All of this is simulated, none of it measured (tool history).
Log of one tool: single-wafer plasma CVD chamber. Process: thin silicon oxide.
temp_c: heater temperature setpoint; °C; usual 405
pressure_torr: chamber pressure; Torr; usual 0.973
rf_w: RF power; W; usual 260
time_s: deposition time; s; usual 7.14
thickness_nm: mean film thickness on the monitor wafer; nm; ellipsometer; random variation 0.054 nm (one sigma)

run   hour  temp_c  pressure_torr  rf_w  time_s  read-back reference wafer on the same gauge, thickness_nm  thickness_nm
  1    0.0     405          0.973   225    7.14                                                     16.891        13.957
  2   34.3     405          0.973   225    7.14                                                     16.929        13.942
      64.1  -- RF generator calibrated
  3   64.6     405          1.032   260    7.14                                                     16.895        15.714
      71.6  -- gauge calibrated
  4   75.0     405          1.032   260    7.14                                                     16.908        15.714
  5   90.7     405          0.973   280    7.14                                                     16.871        15.678
  6  102.8     405          0.973   260    7.14                                                     16.880        15.120
  7  124.5     405          0.973   260    7.14                                                     16.901        15.036
  8  139.5     405          1.070   260    7.14                                                     16.903        16.130
  9  161.6     400          0.817   290    7.14                                                     16.901        13.833
 10  191.0     405          0.973   300    7.14                                                     16.919        16.262
 11  213.5     405          0.973   210    7.14                                                     16.896        13.389
 12  248.9     419          1.134   295    7.66                                                     16.887        19.043
     280.9  -- thermocouple changed; heater temperature recalibrated
 13  281.4     400          0.851   215    7.14                                                     16.909        12.134
 14  297.1     399          0.837   240    7.14                                                     16.926        12.841
 15  331.5     405          0.973   260    7.14                                                     16.901        15.106
     354.9  -- showerhead replaced
 16  355.4     418          0.859   260    7.56                                                     16.899        14.192
 17  374.9     397          0.973   230    7.14                                                     16.898        14.235
 18  393.7     405          0.973   230    7.14                                                     16.917        14.088
 19  407.3     405          0.973   285    7.14                                                     16.896        15.855
 20  438.0     405          0.973   260    7.14                                                     16.925        15.077
 21  459.9     413          0.973   260    7.14                                                     16.895        14.967
 22  478.0     405          0.973   260    7.64                                                     16.881        16.169
 23  496.9     405          0.973   260    7.14                                                     16.887        15.093
 24  513.6     405          0.973   260    7.84                                                     16.911        16.568
 25  549.3     397          0.973   230    7.14                                                     16.897        14.123
 26  585.2     405          0.973   215    7.14                                                     16.875        13.563
 27  669.7     405          0.838   260    7.14                                                     16.886        13.177
 28  695.3     405          0.761   260    7.14                                                     16.890        12.119

Forecast each of these 5 alternatives for the next run:
  A  695.7     405          0.973   260    7.14                                                          ?             ?
  B  695.7     405          0.973   260    8.27                                                          ?             ?
  C  695.7     394          0.860   260    6.40                                                          ?             ?
  D  695.7     397          0.973   260    7.14                                                          ?             ?
  E  695.7     420          0.973   260    7.84                                                          ?             ?

run  read-back reference wafer on the same gauge, thickness_nm  thickness_nm
  A                                                     16.917        15.074
  B                                                     16.917        17.454
  C                                                     16.917        12.248
  D                                                     16.917        15.165
  E                                                     16.917        16.367
Without the tool's hidden state the same runs would have given:
run  thickness_nm
  A        15.074
  B        17.454
  C        12.248
  D        15.165
  E        16.367
